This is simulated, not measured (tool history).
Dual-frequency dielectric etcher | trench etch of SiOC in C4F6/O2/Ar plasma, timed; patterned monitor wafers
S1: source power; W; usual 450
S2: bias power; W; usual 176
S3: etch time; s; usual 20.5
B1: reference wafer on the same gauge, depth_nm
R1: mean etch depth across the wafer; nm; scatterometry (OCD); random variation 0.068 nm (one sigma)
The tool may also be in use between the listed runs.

| run | hour | S1 | S2 | S3 | B1 | R1 |
|---|---|---|---|---|---|---|
| 1 | 0.0 | 450 | 176 | 20.5 | 47.01 | 45.09 |
| 2 | 13.7 | 450 | 176 | 20.5 | 47.02 | 45.07 |
| 3 | 44.3 | 450 | 176 | 24.0 | 47.00 | 52.77 |
| 4 | 67.1 | 450 | 176 | 24.0 | 47.00 | 52.77 |
| 5 | 82.4 | 450 | 176 | 20.5 | 47.01 | 44.97 |
| 6 | 113.2 | 450 | 176 | 20.5 | 47.01 | 45.01 |
| 7 | 128.0 | 450 | 176 | 20.5 | 47.00 | 44.96 |
| 8 | 156.3 | 450 | 176 | 20.5 | 46.99 | 44.84 |
|  | 188.7 | bias power generator calibrated |
| 9 | 254.1 | 450 | 176 | 20.5 | 47.00 | 44.65 |
| 10 | 285.9 | 450 | 176 | 20.5 | 46.96 | 44.82 |
| 11 | 300.4 | 390 | 136 | 20.5 | 47.01 | 39.47 |
| 12 | 317.1 | 410 | 189 | 26.5 | 47.01 | 57.74 |
|  | 343.6 | wet clean of the chamber |
|  | 351.0 | source power generator calibrated |
|  | 357.9 | upper electrode replaced |
| 13 | 358.4 | 450 | 176 | 20.5 | 46.99 | 45.36 |
|  | 388.3 | gauge calibrated |
| 14 | 403.1 | 550 | 176 | 26.0 | 47.02 | 61.11 |
| 15 | 437.7 | 450 | 151 | 23.5 | 47.01 | 49.23 |
| 16 | 458.9 | 450 | 219 | 20.5 | 47.01 | 48.72 |
| 17 | 536.3 | 500 | 218 | 24.5 | 46.99 | 59.97 |
| 18 | 562.5 | 480 | 157 | 17.0 | 46.97 | 36.65 |
| 19 | 581.7 | 450 | 154 | 18.5 | 46.98 | 38.83 |
| 20 | 617.5 | 450 | 176 | 20.5 | 47.01 | 45.04 |

Forecast each of these 3 alternatives for the next run:
| A | 617.9 | 360 | 176 | 20.5 | ? | ? |
| B | 617.9 | 390 | 146 | 20.5 | ? | ? |
| C | 617.9 | 380 | 145 | 24.0 | ? | ? |

| run | B1 | R1 |
|---|---|---|
| A | 46.98 | 42.30 |
| B | 46.98 | 40.65 |
| C | 46.98 | 47.13 |
Without the tool's hidden state the same runs would have given:
| run | R1 |
|---|---|
| A | 42.71 |
| B | 41.05 |
| C | 47.60 |
